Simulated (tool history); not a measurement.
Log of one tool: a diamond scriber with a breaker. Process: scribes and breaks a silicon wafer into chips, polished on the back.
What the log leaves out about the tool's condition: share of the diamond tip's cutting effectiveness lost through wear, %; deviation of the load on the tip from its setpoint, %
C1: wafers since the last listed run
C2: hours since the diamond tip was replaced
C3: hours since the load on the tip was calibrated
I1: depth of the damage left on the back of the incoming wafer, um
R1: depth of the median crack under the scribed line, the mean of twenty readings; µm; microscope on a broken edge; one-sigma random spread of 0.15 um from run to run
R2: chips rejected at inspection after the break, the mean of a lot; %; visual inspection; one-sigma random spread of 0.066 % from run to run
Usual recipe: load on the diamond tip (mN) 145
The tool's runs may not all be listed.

Run 1, day 0.000: usual settings but load on the diamond tip (mN) 129; C1 0; C2 138.3; C3 765.1; I1 0.04. Result: R1 7.16 µm, R2 2.61 %.
Run 2, day 1.988: usual settings but load on the diamond tip (mN) 129; C1 128; C2 186.0; C3 812.8; I1 0.02. Result: R1 7.27 µm, R2 2.64 %.
Run 3, day 4.429: usual settings but load on the diamond tip (mN) 129; C1 157; C2 244.6; C3 871.4; I1 0.05. Result: R1 7.30 µm, R2 2.59 %.
Run 4, day 7.462: usual settings; C1 196; C2 317.4; C3 944.2; I1 0.04. Result: R1 8.11 µm, R2 1.20 %.
Run 5, day 10.979: usual settings; C1 227; C2 401.8; C3 1028.6; I1 0.03. Result: R1 8.20 µm, R2 1.15 %.
Run 6, day 14.288: usual settings; C1 214; C2 481.2; C3 1108.0; I1 0.04. Result: R1 8.20 µm, R2 1.27 %.
Run 7, day 16.246: usual settings but load on the diamond tip (mN) 176; C1 126; C2 528.2; C3 1155.0; I1 0.05. Result: R1 9.44 µm, R2 4.68 %.
Run 8, day 19.033: usual settings but load on the diamond tip (mN) 121; C1 180; C2 595.1; C3 1221.9; I1 0.05. Result: R1 6.60 µm, R2 4.75 %.
At day 21.450: load on the tip recalibrated.
Run 9, day 22.500: usual settings but load on the diamond tip (mN) 116; C1 218; C2 678.3; C3 25.2; I1 0.03. Result: R1 6.18 µm, R2 6.67 %.
Run 10, day 25.783: usual settings but load on the diamond tip (mN) 180; C1 212; C2 757.1; C3 104.0; I1 0.05. Result: R1 9.53 µm, R2 4.71 %.
Run 11, day 29.025: usual settings but load on the diamond tip (mN) 186; C1 209; C2 834.9; C3 181.8; I1 0.04. Result: R1 10.62 µm, R2 6.86 %.
At day 29.800: diamond tip replaced by a new one.
Run 12, day 32.988: usual settings but load on the diamond tip (mN) 129; C1 251; C2 76.5; C3 276.9; I1 0.04. Result: R1 7.19 µm, R2 2.72 %.
Run 13, day 36.325: usual settings but load on the diamond tip (mN) 167; C1 215; C2 156.6; C3 357.0; I1 0.02. Result: R1 9.38 µm, R2 3.12 %.
Run 14, day 39.721: usual settings but load on the diamond tip (mN) 171; C1 219; C2 238.1; C3 438.5; I1 0.02. Result: R1 9.48 µm, R2 3.63 %.
Run 15, day 42.917: usual settings; C1 206; C2 314.8; C3 515.2; I1 0.03. Result: R1 7.99 µm, R2 1.15 %.

Consider 4 possible next runs. They are alternatives, not a sequence: every one starts from the tool as it was left by run 15. What does each give?
Run A, day 42.942: usual settings; C1 1; C2 315.4; C3 515.8; I1 0.01. Result: R1 ?, R2 ?.
Run B, day 42.942: usual settings but load on the diamond tip (mN) 107; C1 1; C2 315.4; C3 515.8; I1 0.01. Result: R1 ?, R2 ?.
Run C, day 42.942: usual settings but load on the diamond tip (mN) 166; C1 1; C2 315.4; C3 515.8; I1 0.01. Result: R1 ?, R2 ?.
Run D, day 42.942: usual settings but load on the diamond tip (mN) 164; C1 1; C2 315.4; C3 515.8; I1 0.01. Result: R1 ?, R2 ?.

run    R1     R2
  A  8.27   1.13
  B  5.90  10.79
  C  9.45   2.68
  D  9.34   2.43
Without the tool's hidden state the same runs would have given:
run    R1     R2
  A  8.27   1.13
  B  5.90  10.79
  C  9.45   2.68
  D  9.34   2.43
